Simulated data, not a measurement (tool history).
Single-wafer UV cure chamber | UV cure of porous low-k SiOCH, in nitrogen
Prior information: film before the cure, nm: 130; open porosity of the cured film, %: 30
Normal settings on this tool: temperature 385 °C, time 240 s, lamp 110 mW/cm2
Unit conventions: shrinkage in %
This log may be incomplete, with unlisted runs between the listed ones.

| run | day | temperature | time | lamp | shrinkage |
|---|---|---|---|---|---|
| 1 | 0 | 385 | 200 | 110 | 14.949 |
|  | 2.054 | quartz window cleaned |
| 2 | 2.208 | 385 | 200 | 110 | 15.399 |
| 3 | 5.167 | 385 | 240 | 120 | 17.505 |
| 4 | 6.562 | 393 | 240 | 110 | 16.628 |
| 5 | 7.738 | 393 | 240 | 110 | 16.922 |
| 6 | 9.55 | 393 | 240 | 110 | 16.649 |
| 7 | 11.938 | 385 | 240 | 110 | 15.811 |
| 8 | 14 | 385 | 240 | 110 | 15.884 |
| 9 | 17.788 | 385 | 240 | 110 | 15.617 |
|  | 19.225 | quartz window cleaned |
| 10 | 20.079 | 385 | 240 | 110 | 17.157 |
| 11 | 22.596 | 390 | 240 | 110 | 16.918 |
| 12 | 25.221 | 373 | 240 | 110 | 16.314 |
| 13 | 26.667 | 385 | 240 | 110 | 16.505 |
| 14 | 28.662 | 385 | 240 | 110 | 16.587 |
| 15 | 31.325 | 385 | 240 | 110 | 15.494 |
|  | 34.867 | UV bulbs replaced |
| 16 | 35.921 | 385 | 240 | 110 | 16.041 |
|  | 36.338 | quartz window cleaned |
| 17 | 38.488 | 385 | 240 | 110 | 17.002 |
| 18 | 40.183 | 385 | 240 | 89 | 15.471 |
| 19 | 42.333 | 385 | 240 | 89 | 15.307 |
| 20 | 44.692 | 398 | 335 | 110 | 18.075 |
| 21 | 47.121 | 385 | 240 | 110 | 16.351 |
| 22 | 49.533 | 405 | 110 | 146 | 13.331 |
| 23 | 52.408 | 385 | 320 | 110 | 17.447 |
|  | 53.838 | quartz window cleaned |
| 24 | 55.129 | 385 | 370 | 110 | 19.798 |
| 25 | 56.646 | 366 | 335 | 141 | 19.493 |
| 26 | 59.271 | 385 | 300 | 110 | 18.404 |
| 27 | 62.133 | 385 | 240 | 110 | 15.693 |
| 28 | 63.942 | 385 | 180 | 72 | 11.937 |
| 29 | 65.221 | 385 | 240 | 89 | 14.822 |
| 30 | 67.342 | 397 | 240 | 132 | 17.362 |
| 31 | 68.65 | 385 | 240 | 110 | 15.771 |
| 32 | 69.667 | 373 | 290 | 110 | 16.733 |
| 33 | 70.892 | 385 | 240 | 110 | 15.649 |
|  | 72.796 | quartz window cleaned |
| 34 | 73.779 | 400 | 345 | 135 | 20.792 |
| 35 | 76.571 | 375 | 190 | 74 | 12.667 |
| 36 | 78.583 | 376 | 290 | 110 | 17.31 |
| 37 | 79.775 | 401 | 345 | 149 | 20.7 |
| 38 | 81.2 | 385 | 240 | 110 | 16.394 |
| 39 | 83.396 | 385 | 180 | 72 | 11.914 |

What was the tool's hidden state at every run in the log?
lamp output below its setpoint, %: 0 across all the runs
H1: transmission lost against a clean window, %
| run | H1 |
|---|---|
| 1 | 20.7 |
| 2 | 1.84 |
| 3 | 9.56 |
| 4 | 12.1 |
| 5 | 13.9 |
| 6 | 16 |
| 7 | 18 |
| 8 | 19.2 |
| 9 | 20.7 |
| 10 | 3.21 |
| 11 | 9.28 |
| 12 | 13.5 |
| 13 | 15.1 |
| 14 | 16.9 |
| 15 | 18.5 |
| 16 | 20.1 |
| 17 | 6.46 |
| 18 | 9.99 |
| 19 | 13.3 |
| 20 | 15.8 |
| 21 | 17.6 |
| 22 | 18.8 |
| 23 | 19.8 |
| 24 | 7.33 |
| 25 | 11 |
| 26 | 15.6 |
| 27 | 18.8 |
| 28 | 20.3 |
| 29 | 21 |
| 30 | 22 |
| 31 | 22.5 |
| 32 | 22.8 |
| 33 | 23.1 |
| 34 | 3.47 |
| 35 | 9.93 |
| 36 | 13.1 |
| 37 | 14.5 |
| 38 | 15.9 |
| 39 | 17.6 |
